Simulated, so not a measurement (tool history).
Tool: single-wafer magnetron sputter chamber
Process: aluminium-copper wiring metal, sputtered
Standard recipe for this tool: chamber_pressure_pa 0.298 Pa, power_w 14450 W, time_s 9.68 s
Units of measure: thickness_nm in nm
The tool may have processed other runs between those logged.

| run | hour | chamber_pressure_pa | power_w | time_s | wafers since the last listed run | wafers on the sputter target | hours since the last manometer calibration | hours since the magnet pack was replaced | hours since the gauge calibration | read-back reference wafer on the same gauge, thickness_nm | thickness_nm |
|---|---|---|---|---|---|---|---|---|---|---|---|
| 1 | 0 | 0.298 | 14450 | 9.68 | 0 | 3178 | 1152.4 | 4264.4 | 1831.5 | 259.403 | 253.16 |
| 2 | 68.1 | 0.214 | 14450 | 9.68 | 1931 | 5110 | 1220.5 | 4332.5 | 1899.6 | 258.879 | 262.75 |
| 3 | 107.6 | 0.214 | 14450 | 9.68 | 1120 | 6231 | 1260 | 4372 | 1939.1 | 259.092 | 261.268 |
| 4 | 196.7 | 0.266 | 14450 | 9.68 | 2527 | 8758 | 1349.1 | 4461.1 | 2028.2 | 258.926 | 256.985 |
| 5 | 254.2 | 0.298 | 14450 | 9.68 | 1631 | 10390 | 1406.6 | 4518.6 | 2085.7 | 259.279 | 255.276 |
|  | 309.5 | capacitance manometer re-zeroed and calibrated |
| 6 | 356.1 | 0.298 | 14450 | 9.68 | 2663 | 13053 | 46.6 | 4620.5 | 2187.6 | 258.896 | 252.081 |
| 7 | 461.5 | 0.298 | 15800 | 9.68 | 2990 | 16043 | 152 | 4725.9 | 2293 | 258.516 | 270.775 |
| 8 | 534.6 | 0.298 | 15800 | 9.68 | 2073 | 18117 | 225.1 | 4799 | 2366.1 | 258.976 | 271.302 |
|  | 609.7 | sputter target and shields replaced |
| 9 | 638.2 | 0.298 | 14450 | 9.68 | 2712 | 809 | 328.7 | 4902.6 | 2469.7 | 259.075 | 254.289 |
|  | 648.8 | magnet pack replaced |
| 10 | 725.4 | 0.298 | 14450 | 9.68 | 2246 | 3055 | 415.9 | 76.6 | 2556.9 | 259.003 | 252.207 |
| 11 | 771.4 | 0.298 | 11600 | 9.68 | 1304 | 4360 | 461.9 | 122.6 | 2602.9 | 259.004 | 217.137 |
| 12 | 863.8 | 0.298 | 15600 | 7.8 | 2621 | 6981 | 554.3 | 215 | 2695.3 | 259.028 | 216.796 |
| 13 | 906.1 | 0.387 | 14450 | 9.68 | 1199 | 8181 | 596.6 | 257.3 | 2737.6 | 258.776 | 243.902 |
| 14 | 969 | 0.342 | 13150 | 9.68 | 1784 | 9966 | 659.5 | 320.2 | 2800.5 | 258.84 | 230.756 |
| 15 | 1011.1 | 0.399 | 12300 | 10.19 | 1194 | 11160 | 701.6 | 362.3 | 2842.6 | 259.057 | 228.531 |
|  | 1082.2 | gauge calibrated |
| 16 | 1088.1 | 0.247 | 14450 | 11.4 | 2184 | 13345 | 778.6 | 439.3 | 5.9 | 258.919 | 303.445 |
| 17 | 1170.6 | 0.246 | 16800 | 11.27 | 2340 | 15685 | 861.1 | 521.8 | 88.4 | 259.033 | 341.14 |
| 18 | 1224 | 0.298 | 11150 | 8.73 | 1514 | 17200 | 914.5 | 575.2 | 141.8 | 259.023 | 190.453 |
| 19 | 1273.7 | 0.298 | 14450 | 9.68 | 1409 | 18610 | 964.2 | 624.9 | 191.5 | 258.832 | 253.649 |
| 20 | 1323.4 | 0.298 | 14450 | 9.68 | 1409 | 20020 | 1013.9 | 674.6 | 241.2 | 259.164 | 252.485 |
|  | 1340.7 | sputter target and shields replaced |
| 21 | 1387.1 | 0.298 | 14450 | 9.68 | 1580 | 1316 | 1077.6 | 738.3 | 304.9 | 259.16 | 254.857 |
| 22 | 1474.1 | 0.19 | 14450 | 9.68 | 2468 | 3784 | 1164.6 | 825.3 | 391.9 | 259.34 | 266.625 |
| 23 | 1540.8 | 0.387 | 12100 | 7.9 | 1892 | 5676 | 1231.3 | 892 | 458.6 | 259.404 | 174.903 |
| 24 | 1643.2 | 0.298 | 15800 | 9.68 | 2904 | 8581 | 1333.7 | 994.4 | 561 | 258.74 | 271.933 |
| 25 | 1729 | 0.298 | 14450 | 8.3 | 2434 | 11015 | 1419.5 | 1080.2 | 646.8 | 259.035 | 216.287 |
| 26 | 1790.3 | 0.298 | 14450 | 9.08 | 1738 | 12754 | 1480.8 | 1141.5 | 708.1 | 259.178 | 238.82 |
|  | 1798.8 | capacitance manometer re-zeroed and calibrated |
| 27 | 1878.4 | 0.386 | 10850 | 9.08 | 2272 | 15026 | 79.6 | 1229.6 | 796.2 | 258.946 | 186.322 |
| 28 | 1972.6 | 0.298 | 14450 | 9.68 | 2672 | 17698 | 173.8 | 1323.8 | 890.4 | 259.297 | 254.415 |
|  | 1991.4 | sputter target and shields replaced |
| 29 | 2076.5 | 0.298 | 14450 | 8.3 | 2720 | 2415 | 277.7 | 1427.7 | 994.3 | 259.156 | 216.929 |
| 30 | 2113.9 | 0.186 | 10850 | 8.45 | 1060 | 3476 | 315.1 | 1465.1 | 1031.7 | 259.34 | 187.209 |
| 31 | 2241.3 | 0.342 | 13150 | 9.68 | 3614 | 7090 | 442.5 | 1592.5 | 1159.1 | 258.698 | 231.571 |
| 32 | 2347.9 | 0.352 | 17650 | 8.39 | 3024 | 10114 | 549.1 | 1699.1 | 1265.7 | 258.914 | 249.759 |
| 33 | 2440.7 | 0.265 | 16250 | 11.6 | 2632 | 12747 | 641.9 | 1791.9 | 1358.5 | 258.809 | 335.847 |
| 34 | 2501.1 | 0.238 | 10950 | 8.24 | 1713 | 14460 | 702.3 | 1852.3 | 1418.9 | 259.178 | 181.423 |

Hidden condition of the tool, last listed run before each entry between runs versus first listed run after:
From run 5 to run 6: capacitance manometer re-zeroed and calibrated (hour 309.5)
  no hidden state differs between the two runs
From run 8 to run 9: sputter target and shields replaced (hour 609.7)
  no hidden state differs between the two runs
From run 9 to run 10: magnet pack replaced (hour 648.8)
  no hidden state differs between the two runs
From run 15 to run 16: gauge calibrated (hour 1082.2)
  no hidden state differs between the two runs
From run 20 to run 21: sputter target and shields replaced (hour 1340.7)
  no hidden state differs between the two runs
From run 26 to run 27: capacitance manometer re-zeroed and calibrated (hour 1798.8)
  no hidden state differs between the two runs
From run 28 to run 29: sputter target and shields replaced (hour 1991.4)
  no hidden state differs between the two runs

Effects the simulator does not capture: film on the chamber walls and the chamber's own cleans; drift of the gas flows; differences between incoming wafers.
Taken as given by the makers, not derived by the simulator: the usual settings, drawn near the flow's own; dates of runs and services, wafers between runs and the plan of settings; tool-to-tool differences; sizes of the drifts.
